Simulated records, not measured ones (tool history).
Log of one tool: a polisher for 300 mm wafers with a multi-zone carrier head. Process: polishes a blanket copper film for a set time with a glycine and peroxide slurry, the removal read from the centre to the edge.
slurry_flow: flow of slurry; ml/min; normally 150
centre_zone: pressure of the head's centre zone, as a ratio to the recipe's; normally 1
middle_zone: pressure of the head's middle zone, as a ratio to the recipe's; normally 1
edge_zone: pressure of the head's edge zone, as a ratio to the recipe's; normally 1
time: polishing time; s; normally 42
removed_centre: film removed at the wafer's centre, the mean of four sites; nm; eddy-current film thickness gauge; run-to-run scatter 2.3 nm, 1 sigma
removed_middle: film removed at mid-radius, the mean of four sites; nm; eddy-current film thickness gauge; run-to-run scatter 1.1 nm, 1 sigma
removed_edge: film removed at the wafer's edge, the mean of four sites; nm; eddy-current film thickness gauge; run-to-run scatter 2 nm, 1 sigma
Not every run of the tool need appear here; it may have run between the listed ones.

run   hour  slurry_flow  centre_zone  middle_zone  edge_zone  time  incoming thickness of the incoming film, nm  removed_centre  removed_middle  removed_edge
  1      0          150            1         0.92          1    42                                       1129.2           184.7           157.8           170
  2   58.3          150            1            1          1    42                                       1106.2           188.2           166.4         169.7
      70.8  -- centre zone pressure recalibrated
  3  126.9          150            1            1          1    42                                       1098.1           167.4           160.3         162.2
  4  164.4          150            1            1          1    42                                         1131           163.2           156.1         159.3
  5  200.2          150            1            1          1    42                                       1107.1           163.8           152.3         152.5
     222.6  -- worn pad replaced by a new one
     259.6  -- carrier head's membrane replaced by a new one
  6  260.7          150            1            1          1    42                                       1128.8           182.6           174.5         171.5
  7  290.2          150            1            1          1    42                                       1116.8           184.1           170.6         173.2
     311.1  -- slurry nozzle cleaned
  8    338          165            1         0.94       1.08    33                                       1108.3           147.2           127.9         143.3
     388.8  -- edge zone pressure recalibrated
  9  390.8          130            1            1          1    42                                       1106.7           172.7           161.1           164
 10  428.1          150            1         0.92          1    55                                       1101.6           231.1           196.8         213.7
     452.3  -- worn pad replaced by a new one
 11  495.2          150            1            1          1    42                                       1103.6           193.2           171.6         178.9
     509.6  -- centre zone pressure recalibrated
 12  531.1          150            1            1          1    42                                       1129.4           175.9           171.9         174.4
 13  569.8          150            1            1          1    42                                       1104.3           177.6           170.5         174.1
 14  631.5          150            1         0.92       0.92    50                                       1111.5           212.5           183.6         190.5
 15  662.5          130            1         1.05          1    42                                       1123.4           170.9             163         159.3
     689.7  -- slurry nozzle cleaned
     695.6  -- worn pad replaced by a new one
 16  718.9          195         0.96            1       0.89    28                                       1092.2           126.3           119.8         113.5
 17  749.8          150            1            1          1    42                                       1116.7           187.5           171.6         171.2
 18  813.8          135         0.95         1.05       1.11    42                                       1115.7           173.4           173.9         175.2
 19  846.5          150            1         0.91       0.88    42                                       1109.3           187.4           154.1         164.5
 20  889.4          180         0.96         1.05       1.03    42                                       1115.6           177.3           174.4         170.7
     917.9  -- centre zone pressure recalibrated
 21  929.5          150         0.96            1          1    47                                       1094.3           170.1           176.7         180.7

The same runs without the tool's hidden state, with the same run-to-run variation:
Hidden conditions of the tool in this case: removal rate lost through wear of the pad, %; slurry flow missing at the pad, %; deviation of the centre zone's pressure from its setpoint, %; deviation of the edge zone's pressure from its setpoint, %.
run  removed_centre  removed_middle  removed_edge
  1           175.4           162.8         175.3
  2           180.8           174.1         177.5
  3           175.1           173.2         175.3
  4           172.7           173.1         176.6
  5           176.7           174.1         174.2
  6           171.6           175.8         172.7
  7           173.2           172.7         175.3
  8           139.9           131.4         147.1
  9           167.8           169.8         172.8
 10           229.7           212.6         230.8
 11           178.2           172.5         179.6
 12           175.5           173.9         176.4
 13           175.9           174.7         178.4
 14           212.8           194.2         201.5
 15           173.6           176.1           172
 16           117.9           120.1         113.8
 17           175.1           172.8         172.3
 18           164.1           178.3         179.6
 19           179.8           160.4         171.2
 20           174.2           186.4         182.3
 21           184.8           194.6           199
